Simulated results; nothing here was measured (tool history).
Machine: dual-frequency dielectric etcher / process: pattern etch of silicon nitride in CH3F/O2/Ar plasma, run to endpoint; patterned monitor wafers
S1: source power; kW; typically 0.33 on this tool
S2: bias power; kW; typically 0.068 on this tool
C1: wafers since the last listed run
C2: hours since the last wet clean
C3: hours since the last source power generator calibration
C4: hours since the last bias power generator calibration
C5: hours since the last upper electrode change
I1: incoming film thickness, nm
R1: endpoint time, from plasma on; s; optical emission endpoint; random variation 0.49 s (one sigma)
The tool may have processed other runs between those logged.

run 1 hour=0 | S1=0.37 S2=0.08 | C1=0 C2=427.8 C3=3237.2 C4=3569 C5=4931.8 | I1=61.3 | R1=81.3
run 2 hour=28.7 | S1=0.33 S2=0.068 | C1=413 C2=456.5 C3=3265.9 C4=3597.7 C5=4960.5 | I1=61.8 | R1=89.8
run 3 hour=38.4 | S1=0.33 S2=0.068 | C1=139 C2=466.2 C3=3275.6 C4=3607.4 C5=4970.2 | I1=60.5 | R1=88.2
run 4 hour=53.8 | S1=0.33 S2=0.068 | C1=221 C2=481.6 C3=3291 C4=3622.8 C5=4985.6 | I1=61.6 | R1=89.6
run 5 hour=62.7 | S1=0.33 S2=0.068 | C1=128 C2=490.5 C3=3299.9 C4=3631.7 C5=4994.5 | I1=61.8 | R1=89.9
run 6 hour=78.5 | S1=0.33 S2=0.068 | C1=227 C2=506.3 C3=3315.7 C4=3647.5 C5=5010.3 | I1=61 | R1=90.2
run 7 hour=94.7 | S1=0.33 S2=0.068 | C1=233 C2=522.5 C3=3331.9 C4=3663.7 C5=5026.5 | I1=60 | R1=88.7
run 8 hour=106.1 | S1=0.33 S2=0.068 | C1=164 C2=533.9 C3=3343.3 C4=3675.1 C5=5037.9 | I1=61.1 | R1=89.8
run 9 hour=115.8 | S1=0.35 S2=0.058 | C1=139 C2=543.6 C3=3353 C4=3684.8 C5=5047.6 | I1=61 | R1=92.1
-- hour=128.1 bias power generator calibrated
run 10 hour=130.7 | S1=0.35 S2=0.058 | C1=156 C2=558.5 C3=3367.9 C4=2.6 C5=5062.5 | I1=60.9 | R1=91.8
run 11 hour=138 | S1=0.29 S2=0.068 | C1=105 C2=565.8 C3=3375.2 C4=9.9 C5=5069.8 | I1=61.3 | R1=94.9
run 12 hour=155.4 | S1=0.35 S2=0.068 | C1=250 C2=583.2 C3=3392.6 C4=27.3 C5=5087.2 | I1=61.5 | R1=88.5
run 13 hour=167.1 | S1=0.35 S2=0.068 | C1=168 C2=594.9 C3=3404.3 C4=39 C5=5098.9 | I1=61.3 | R1=87.4
run 14 hour=180.7 | S1=0.35 S2=0.068 | C1=195 C2=608.5 C3=3417.9 C4=52.6 C5=5112.5 | I1=61.3 | R1=88.1
run 15 hour=191.3 | S1=0.39 S2=0.068 | C1=152 C2=619.1 C3=3428.5 C4=63.2 C5=5123.1 | I1=61.1 | R1=83.7
-- hour=236.3 wet clean of the chamber
-- hour=258.5 upper electrode replaced
run 16 hour=259 | S1=0.33 S2=0.068 | C1=308 C2=22.7 C3=3496.2 C4=130.9 C5=0.5 | I1=61.4 | R1=90.7
run 17 hour=259.4 | S1=0.35 S2=0.055 | C1=5 C2=23.1 C3=3496.6 C4=131.3 C5=0.9 | I1=60.5 | R1=92.8
run 18 hour=260.9 | S1=0.33 S2=0.068 | C1=21 C2=24.6 C3=3498.1 C4=132.8 C5=2.4 | I1=61 | R1=89.1
run 19 hour=278.2 | S1=0.29 S2=0.055 | C1=248 C2=41.9 C3=3515.4 C4=150.1 C5=19.7 | I1=61.4 | R1=101.5
run 20 hour=288.6 | S1=0.29 S2=0.077 | C1=149 C2=52.3 C3=3525.8 C4=160.5 C5=30.1 | I1=61.5 | R1=90.7
run 21 hour=297.2 | S1=0.33 S2=0.068 | C1=123 C2=60.9 C3=3534.4 C4=169.1 C5=38.7 | I1=61.4 | R1=89.6
run 22 hour=309.6 | S1=0.38 S2=0.084 | C1=178 C2=73.3 C3=3546.8 C4=181.5 C5=51.1 | I1=60.8 | R1=77.9
-- hour=322.3 source power generator calibrated
run 23 hour=327.5 | S1=0.33 S2=0.068 | C1=200 C2=91.2 C3=5.2 C4=199.4 C5=69 | I1=61.5 | R1=89
run 24 hour=340.1 | S1=0.31 S2=0.072 | C1=181 C2=103.8 C3=17.8 C4=212 C5=81.6 | I1=61.2 | R1=89.7
run 25 hour=356.6 | S1=0.3 S2=0.053 | C1=237 C2=120.3 C3=34.3 C4=228.5 C5=98.1 | I1=61.5 | R1=101.7
run 26 hour=365 | S1=0.33 S2=0.068 | C1=120 C2=128.7 C3=42.7 C4=236.9 C5=106.5 | I1=61 | R1=89
run 27 hour=372.8 | S1=0.29 S2=0.077 | C1=112 C2=136.5 C3=50.5 C4=244.7 C5=114.3 | I1=61.3 | R1=90.3
run 28 hour=381.7 | S1=0.41 S2=0.062 | C1=128 C2=145.4 C3=59.4 C4=253.6 C5=123.2 | I1=61.4 | R1=85.2
run 29 hour=389.2 | S1=0.33 S2=0.082 | C1=107 C2=152.9 C3=66.9 C4=261.1 C5=130.7 | I1=60.6 | R1=82.6
run 30 hour=399.7 | S1=0.33 S2=0.068 | C1=151 C2=163.4 C3=77.4 C4=271.6 C5=141.2 | I1=61.6 | R1=88.9
run 31 hour=405.8 | S1=0.39 S2=0.055 | C1=87 C2=169.5 C3=83.5 C4=277.7 C5=147.3 | I1=60.7 | R1=89
run 32 hour=412.8 | S1=0.28 S2=0.061 | C1=100 C2=176.5 C3=90.5 C4=284.7 C5=154.3 | I1=61 | R1=98.3
run 33 hour=421.4 | S1=0.33 S2=0.068 | C1=123 C2=185.1 C3=99.1 C4=293.3 C5=162.9 | I1=60.9 | R1=88.8
run 34 hour=428.7 | S1=0.33 S2=0.068 | C1=105 C2=192.4 C3=106.4 C4=300.6 C5=170.2 | I1=60.9 | R1=89
run 35 hour=441.4 | S1=0.4 S2=0.062 | C1=182 C2=205.1 C3=119.1 C4=313.3 C5=182.9 | I1=61.6 | R1=86.9
run 36 hour=457.9 | S1=0.38 S2=0.055 | C1=237 C2=221.6 C3=135.6 C4=329.8 C5=199.4 | I1=61.4 | R1=91.3
run 37 hour=471.3 | S1=0.31 S2=0.081 | C1=192 C2=235 C3=149 C4=343.2 C5=212.8 | I1=60.9 | R1=86.1

Run-by-run hidden state of the tool:
etch rate over this chamber's usual, %: 0, the same for each run
source power that arrives over what is set, %: 0, the same for each run
bias power that arrives over what is set, %: 0, the same for each run
